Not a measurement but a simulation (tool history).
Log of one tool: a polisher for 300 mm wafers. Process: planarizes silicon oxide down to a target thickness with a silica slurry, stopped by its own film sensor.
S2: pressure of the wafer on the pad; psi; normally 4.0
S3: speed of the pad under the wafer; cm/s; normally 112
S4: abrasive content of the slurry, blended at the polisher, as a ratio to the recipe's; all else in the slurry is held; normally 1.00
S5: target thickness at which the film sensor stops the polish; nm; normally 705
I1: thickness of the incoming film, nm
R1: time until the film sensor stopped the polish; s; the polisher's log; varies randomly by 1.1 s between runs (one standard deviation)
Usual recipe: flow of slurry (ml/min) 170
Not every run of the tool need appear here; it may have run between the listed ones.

run 1 day=0.000 | flow_of_slurry_(ml/min)=170 S2=4.0 S3=112 S4=1.00 S5=705 | I1=979.4 | R1=106.5
-- day=0.892 worn pad replaced by a new one
-- day=1.629 slurry nozzle cleaned
run 2 day=2.646 | flow_of_slurry_(ml/min)=170 S2=4.0 S3=112 S4=1.00 S5=705 | I1=999.1 | R1=121.5
run 3 day=4.267 | flow_of_slurry_(ml/min)=125 S2=4.0 S3=90 S4=1.00 S5=705 | I1=971.4 | R1=137.3
run 4 day=7.183 | flow_of_slurry_(ml/min)=125 S2=4.0 S3=90 S4=1.00 S5=705 | I1=1004.7 | R1=156.6
run 5 day=8.788 | flow_of_slurry_(ml/min)=170 S2=4.0 S3=112 S4=1.00 S5=705 | I1=994.4 | R1=120.1
run 6 day=10.829 | flow_of_slurry_(ml/min)=170 S2=4.0 S3=112 S4=1.00 S5=705 | I1=978.0 | R1=113.7
-- day=12.908 slurry blender recalibrated
-- day=13.675 conditioning disc replaced and pad reconditioned
run 7 day=13.696 | flow_of_slurry_(ml/min)=170 S2=4.0 S3=112 S4=1.00 S5=705 | I1=999.6 | R1=142.8
-- day=15.779 worn pad replaced by a new one
run 8 day=16.179 | flow_of_slurry_(ml/min)=170 S2=4.0 S3=112 S4=1.00 S5=705 | I1=967.4 | R1=136.1
run 9 day=18.146 | flow_of_slurry_(ml/min)=195 S2=4.0 S3=112 S4=1.00 S5=705 | I1=985.7 | R1=150.6
run 10 day=19.888 | flow_of_slurry_(ml/min)=170 S2=3.4 S3=96 S4=1.00 S5=705 | I1=979.6 | R1=197.9
run 11 day=21.275 | flow_of_slurry_(ml/min)=170 S2=4.0 S3=112 S4=1.00 S5=705 | I1=977.5 | R1=156.4
run 12 day=22.783 | flow_of_slurry_(ml/min)=170 S2=4.0 S3=112 S4=1.00 S5=705 | I1=997.0 | R1=171.1
run 13 day=24.988 | flow_of_slurry_(ml/min)=170 S2=4.0 S3=112 S4=1.00 S5=705 | I1=995.5 | R1=168.4
-- day=26.933 slurry blender recalibrated, repeated, since the last time left the tool worse
-- day=26.988 slurry nozzle cleaned
-- day=29.812 conditioning disc replaced and pad reconditioned
run 14 day=31.058 | flow_of_slurry_(ml/min)=170 S2=4.0 S3=96 S4=1.15 S5=705 | I1=1006.2 | R1=126.6
-- day=32.717 worn pad replaced by a new one
run 15 day=33.075 | flow_of_slurry_(ml/min)=170 S2=4.0 S3=112 S4=0.70 S5=657 | I1=989.6 | R1=177.1
run 16 day=36.046 | flow_of_slurry_(ml/min)=170 S2=3.0 S3=112 S4=1.20 S5=631 | I1=974.8 | R1=160.7
-- day=40.692 head pressure recalibrated
run 17 day=41.754 | flow_of_slurry_(ml/min)=170 S2=4.0 S3=136 S4=0.75 S5=774 | I1=983.1 | R1=93.2
-- day=42.067 slurry blender recalibrated
run 18 day=44.479 | flow_of_slurry_(ml/min)=185 S2=4.0 S3=144 S4=1.00 S5=705 | I1=995.7 | R1=91.9
-- day=45.942 conditioning disc replaced and pad reconditioned
run 19 day=46.188 | flow_of_slurry_(ml/min)=200 S2=2.7 S3=140 S4=1.00 S5=677 | I1=995.9 | R1=142.1
-- day=46.854 slurry nozzle cleaned
run 20 day=48.054 | flow_of_slurry_(ml/min)=170 S2=4.0 S3=112 S4=1.00 S5=661 | I1=988.1 | R1=133.4
-- day=49.629 worn pad replaced by a new one
run 21 day=50.183 | flow_of_slurry_(ml/min)=155 S2=3.0 S3=124 S4=1.00 S5=766 | I1=1000.6 | R1=112.7
run 22 day=53.167 | flow_of_slurry_(ml/min)=170 S2=4.0 S3=112 S4=1.00 S5=705 | I1=984.7 | R1=118.7
run 23 day=55.500 | flow_of_slurry_(ml/min)=170 S2=5.3 S3=112 S4=1.00 S5=705 | I1=983.2 | R1=92.6
run 24 day=57.179 | flow_of_slurry_(ml/min)=170 S2=4.0 S3=112 S4=1.00 S5=705 | I1=979.2 | R1=119.1
-- day=58.012 slurry blender recalibrated
run 25 day=59.679 | flow_of_slurry_(ml/min)=170 S2=4.0 S3=112 S4=1.00 S5=705 | I1=986.7 | R1=107.5
run 26 day=62.112 | flow_of_slurry_(ml/min)=170 S2=4.0 S3=112 S4=1.00 S5=705 | I1=989.3 | R1=113.5

Branching from run 26: 3 alternative next runs. What would each branch give?
run A day=62.133 | flow_of_slurry_(ml/min)=170 S2=4.0 S3=112 S4=1.00 S5=730 | I1=994.3 | R1=?
run B day=62.133 | flow_of_slurry_(ml/min)=120 S2=4.0 S3=112 S4=0.85 S5=705 | I1=994.3 | R1=?
run C day=62.133 | flow_of_slurry_(ml/min)=170 S2=4.0 S3=124 S4=1.20 S5=705 | I1=994.3 | R1=?

run=A R1=107.8
run=B R1=141.1
run=C R1=98.1
With no hidden state in the tool, these same runs would have given:
run=A R1=100.6
run=B R1=130.7
run=C R1=92.2

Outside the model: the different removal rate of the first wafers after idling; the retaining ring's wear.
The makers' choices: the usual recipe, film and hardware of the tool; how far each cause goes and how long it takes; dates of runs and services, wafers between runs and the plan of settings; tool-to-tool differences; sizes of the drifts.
